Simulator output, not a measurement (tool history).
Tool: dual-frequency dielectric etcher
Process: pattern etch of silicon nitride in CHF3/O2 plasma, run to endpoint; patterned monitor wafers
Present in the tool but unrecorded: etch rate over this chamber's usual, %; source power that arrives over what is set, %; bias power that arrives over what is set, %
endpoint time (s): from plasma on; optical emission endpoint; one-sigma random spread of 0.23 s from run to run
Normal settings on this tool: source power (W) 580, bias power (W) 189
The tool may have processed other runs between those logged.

| run | hour | source power (W) | bias power (W) | wafers since the last listed run | hours since the last wet clean | hours since the last source power generator calibration | hours since the last bias power generator calibration | hours since the last upper electrode change | incoming incoming film thickness, nm | endpoint time (s) |
|---|---|---|---|---|---|---|---|---|---|---|
| 1 | 0.0 | 580 | 189 | 0 | 152.6 | 2112.1 | 892.0 | 3801.1 | 112.0 | 76.6 |
| 2 | 31.5 | 580 | 189 | 258 | 184.1 | 2143.6 | 923.5 | 3832.6 | 110.4 | 75.6 |
| 3 | 46.2 | 580 | 189 | 120 | 198.8 | 2158.3 | 938.2 | 3847.3 | 112.5 | 76.7 |
| 4 | 64.9 | 580 | 189 | 153 | 217.5 | 2177.0 | 956.9 | 3866.0 | 111.7 | 76.1 |
| 5 | 88.8 | 580 | 189 | 196 | 241.4 | 2200.9 | 980.8 | 3889.9 | 111.8 | 76.1 |
| 6 | 108.0 | 580 | 189 | 157 | 260.6 | 2220.1 | 1000.0 | 3909.1 | 112.5 | 77.0 |
| 7 | 127.6 | 580 | 189 | 160 | 280.2 | 2239.7 | 1019.6 | 3928.7 | 112.3 | 76.6 |
| 8 | 153.7 | 580 | 189 | 214 | 306.3 | 2265.8 | 1045.7 | 3954.8 | 112.1 | 76.0 |
| 9 | 174.0 | 580 | 176 | 166 | 326.6 | 2286.1 | 1066.0 | 3975.1 | 111.3 | 78.4 |
| 10 | 200.1 | 580 | 176 | 214 | 352.7 | 2312.2 | 1092.1 | 4001.2 | 112.0 | 78.5 |
| 11 | 218.4 | 490 | 189 | 150 | 371.0 | 2330.5 | 1110.4 | 4019.5 | 112.3 | 81.3 |
| 12 | 243.0 | 490 | 189 | 201 | 395.6 | 2355.1 | 1135.0 | 4044.1 | 111.1 | 80.5 |
|  | 277.0 | wet clean of the chamber |
| 13 | 277.5 | 490 | 189 | 86 | 0.5 | 2389.6 | 1169.5 | 4078.6 | 113.9 | 83.7 |
|  | 327.6 | upper electrode replaced |
| 14 | 328.1 | 500 | 166 | 218 | 51.1 | 2440.2 | 1220.1 | 0.5 | 112.0 | 86.2 |
| 15 | 339.1 | 580 | 189 | 90 | 62.1 | 2451.2 | 1231.1 | 11.5 | 111.1 | 76.8 |
|  | 346.1 | source power generator calibrated |
| 16 | 358.2 | 580 | 189 | 123 | 81.2 | 12.1 | 1250.2 | 30.6 | 112.8 | 77.3 |
| 17 | 392.7 | 580 | 217 | 282 | 115.7 | 46.6 | 1284.7 | 65.1 | 112.7 | 72.9 |
| 18 | 408.6 | 650 | 189 | 130 | 131.6 | 62.5 | 1300.6 | 81.0 | 112.8 | 74.3 |
| 19 | 432.9 | 540 | 231 | 199 | 155.9 | 86.8 | 1324.9 | 105.3 | 114.1 | 74.3 |
| 20 | 487.6 | 580 | 189 | 448 | 210.6 | 141.5 | 1379.6 | 160.0 | 111.3 | 76.4 |
| 21 | 507.2 | 580 | 189 | 160 | 230.2 | 161.1 | 1399.2 | 179.6 | 112.9 | 77.7 |
|  | 517.5 | bias power generator calibrated |
| 22 | 527.8 | 500 | 219 | 136 | 250.8 | 181.7 | 10.3 | 200.2 | 112.1 | 74.9 |
| 23 | 556.0 | 580 | 189 | 231 | 279.0 | 209.9 | 38.5 | 228.4 | 112.2 | 75.6 |
| 24 | 571.2 | 580 | 218 | 124 | 294.2 | 225.1 | 53.7 | 243.6 | 111.6 | 70.6 |
| 25 | 585.8 | 580 | 164 | 119 | 308.8 | 239.7 | 68.3 | 258.2 | 111.8 | 80.2 |
| 26 | 610.2 | 700 | 164 | 200 | 333.2 | 264.1 | 92.7 | 282.6 | 112.6 | 74.8 |
| 27 | 645.9 | 480 | 224 | 292 | 368.9 | 299.8 | 128.4 | 318.3 | 111.8 | 75.0 |
| 28 | 663.3 | 700 | 165 | 142 | 386.3 | 317.2 | 145.8 | 335.7 | 111.9 | 74.3 |
| 29 | 681.0 | 480 | 151 | 145 | 404.0 | 334.9 | 163.5 | 353.4 | 112.5 | 89.7 |
| 30 | 693.9 | 540 | 235 | 105 | 416.9 | 347.8 | 176.4 | 366.3 | 111.9 | 70.4 |
| 31 | 721.6 | 630 | 189 | 227 | 444.6 | 375.5 | 204.1 | 394.0 | 111.4 | 72.0 |
| 32 | 751.1 | 710 | 144 | 241 | 474.1 | 405.0 | 233.6 | 423.5 | 111.9 | 77.5 |
|  | 788.3 | wet clean of the chamber |
| 33 | 788.8 | 630 | 225 | 112 | 0.5 | 442.7 | 271.3 | 461.2 | 112.1 | 68.4 |
| 34 | 807.8 | 640 | 145 | 155 | 19.5 | 461.7 | 290.3 | 480.2 | 112.0 | 82.4 |
| 35 | 824.5 | 670 | 189 | 136 | 36.2 | 478.4 | 307.0 | 496.9 | 113.0 | 72.4 |

Forecast each of these 4 alternatives for the next run:
| A | 824.9 | 580 | 189 | 3 | 36.6 | 478.8 | 307.4 | 497.3 | 111.3 | ? |
| B | 824.9 | 700 | 189 | 3 | 36.6 | 478.8 | 307.4 | 497.3 | 111.3 | ? |
| C | 824.9 | 500 | 165 | 3 | 36.6 | 478.8 | 307.4 | 497.3 | 111.3 | ? |
| D | 824.9 | 670 | 168 | 3 | 36.6 | 478.8 | 307.4 | 497.3 | 111.3 | ? |

| run | endpoint time (s) |
|---|---|
| A | 75.3 |
| B | 70.1 |
| C | 84.4 |
| D | 74.8 |
Stripped of hidden state, with their random variation kept, the same runs would have yielded:
| run | endpoint time (s) |
|---|---|
| A | 75.1 |
| B | 69.9 |
| C | 84.1 |
| D | 74.6 |

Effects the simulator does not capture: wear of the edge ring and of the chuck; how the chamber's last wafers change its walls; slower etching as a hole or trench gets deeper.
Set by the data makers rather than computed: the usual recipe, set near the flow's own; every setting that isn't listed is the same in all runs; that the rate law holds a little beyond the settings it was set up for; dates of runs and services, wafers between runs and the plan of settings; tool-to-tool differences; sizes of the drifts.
